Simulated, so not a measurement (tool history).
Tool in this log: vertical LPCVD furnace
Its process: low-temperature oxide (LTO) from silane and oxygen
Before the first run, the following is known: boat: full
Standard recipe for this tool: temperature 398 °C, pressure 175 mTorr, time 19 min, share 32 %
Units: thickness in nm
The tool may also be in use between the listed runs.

run   hour  temperature  pressure  time  share  wafers since the last listed run  hours since the last temperature calibration  hours since the pressure gauge was zeroed  hours since the silane flow controller was replaced  hours since the gauge calibration  read-back reference wafer on the same gauge, thickness  thickness
  1      0          398       190    19     28                                 0                                        2215.1                                     1983.1                                               3251.6                              300.5                                                  122.07      98.88
  2   19.3          398       190    19     28                               248                                        2234.4                                     2002.4                                               3270.9                              319.8                                                  121.99      99.02
  3   36.6          398       190    19     28                               222                                        2251.7                                     2019.7                                               3288.2                              337.1                                                  122.04      98.91
  4   60.4          398       175    19     32                               306                                        2275.5                                     2043.5                                                 3312                              360.9                                                  121.94     109.87
  5  163.2          398       175    19     32                              1321                                        2378.3                                     2146.3                                               3414.8                              463.7                                                  122.04     109.83
  6  193.9          398       175    19     32                               394                                          2409                                       2177                                               3445.5                              494.4                                                  122.03     109.72
     207.1  -- gauge calibrated
     236.5  -- pressure gauge zeroed
  7    237          391       175    19     32                               245                                        2452.1                                        0.5                                               3488.6                               29.9                                                  121.95     106.26
  8  247.2          391       175    19     32                               131                                        2462.3                                       10.7                                               3498.8                               40.1                                                  121.99     106.04
       306  -- thermocouples replaced and temperature profile calibrated
     324.4  -- silane flow controller replaced
  9  324.9          398       175  15.5     34                               453                                          18.9                                       88.4                                                  0.5                              117.8                                                  121.99     102.59
 10  329.6          398       175    19     32                                60                                          23.6                                       93.1                                                  5.2                              122.5                                                  122.04     115.36
 11  334.5          398       145  13.5     27                                63                                          28.5                                         98                                                 10.1                              127.4                                                  122.09      52.74
 12  369.1          398       190    19     28                               444                                          63.1                                      132.6                                                 44.7                                162                                                  122.02     102.98
 13  398.5          398       175    19     35                               378                                          92.5                                        162                                                 74.1                              191.4                                                  122.02     131.13
 14    430          398       190    19     32                               405                                           124                                      193.5                                                105.6                              222.9                                                  121.95     124.87
 15  454.1          404       135    19     27                               309                                         148.1                                      217.6                                                129.7                                247                                                  121.86      73.99
 16  483.5          387       165  14.5     32                               378                                         177.5                                        247                                                159.1                              276.4                                                  121.95      72.26

Predict each of these 5 candidate next runs independently; none follows another, all start after run 16:
  A  488.2          387       175    19     32                                60                                         182.2                                      251.7                                                163.8                              281.1                                                       ?          ?
  B  488.2          403       140  16.5     29                                60                                         182.2                                      251.7                                                163.8                              281.1                                                       ?          ?
  C  488.2          398       175    19     28                                60                                         182.2                                      251.7                                                163.8                              281.1                                                       ?          ?
  D  488.2          405       175    19     32                                60                                         182.2                                      251.7                                                163.8                              281.1                                                       ?          ?
  E  488.2          389       200  15.5     29                                60                                         182.2                                      251.7                                                163.8                              281.1                                                       ?          ?

run  read-back reference wafer on the same gauge, thickness  thickness
  A                                                  121.98     100.63
  B                                                  121.98       73.3
  C                                                  121.98      94.46
  D                                                  121.98     124.69
  E                                                  121.98      83.19
Take away the tool's hidden state, keep each run's random variation, and the runs would have read:
run  thickness
  A     101.42
  B      74.02
  C       95.2
  D     125.67
  E      83.76

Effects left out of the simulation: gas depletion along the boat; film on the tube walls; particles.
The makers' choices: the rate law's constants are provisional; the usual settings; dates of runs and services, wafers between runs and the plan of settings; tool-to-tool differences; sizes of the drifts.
